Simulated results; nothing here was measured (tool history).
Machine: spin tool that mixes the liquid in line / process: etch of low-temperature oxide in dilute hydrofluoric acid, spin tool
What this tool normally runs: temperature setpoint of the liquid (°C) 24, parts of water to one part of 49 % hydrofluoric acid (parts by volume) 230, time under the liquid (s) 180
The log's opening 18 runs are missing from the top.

run,hour,temperature setpoint of the liquid (°C),parts of water to one part of 49 % hydrofluoric acid (parts by volume),time under the liquid (s),"read-back film thickness of the low-temperature oxide reference wafer, read on the same gauge (nm)",thickness taken off the low-temperature oxide on a monitor wafer (angstrom)
19,243.7,20.5,230,180,59.99,121.6
20,253.6,24,160,180,60,214.5
21,268.8,22,230,180,59.99,129.1
22,281.1,29,270,80,60.01,59.5
23,295.8,24,230,125,60.01,96.9
24,302.8,24,230,180,59.99,139.3
25,309.1,27,190,140,59.99,151.6
26,324.3,24,230,180,59.99,139.9
27,336.8,21.5,230,180,60.01,126.3
28,348.7,28,195,180,59.98,197.5
29,358.8,24,230,180,60.02,139.8
30,365.8,24,230,180,60.01,139.3
31,382.7,24,230,180,60.01,139.4
32,397.8,24,315,90,59.99,46.9

Forecast each of these 5 alternatives for the next run:
A,398.3,24,230,180,?,?
B,398.3,22,320,180,?,?
C,398.3,24,295,125,?,?
D,398.3,27.5,320,90,?,?
E,398.3,24,230,100,?,?

run,"read-back film thickness of the low-temperature oxide reference wafer, read on the same gauge (nm)",thickness taken off the low-temperature oxide on a monitor wafer (angstrom)
A,60,140.5
B,60,86.2
C,60,71.3
D,60,51.9
E,60,78.1
With no hidden state in the tool, these same runs would have given:
run,thickness taken off the low-temperature oxide on a monitor wafer (angstrom)
A,135.7
B,83.2
C,68.8
D,50.1
E,75.4
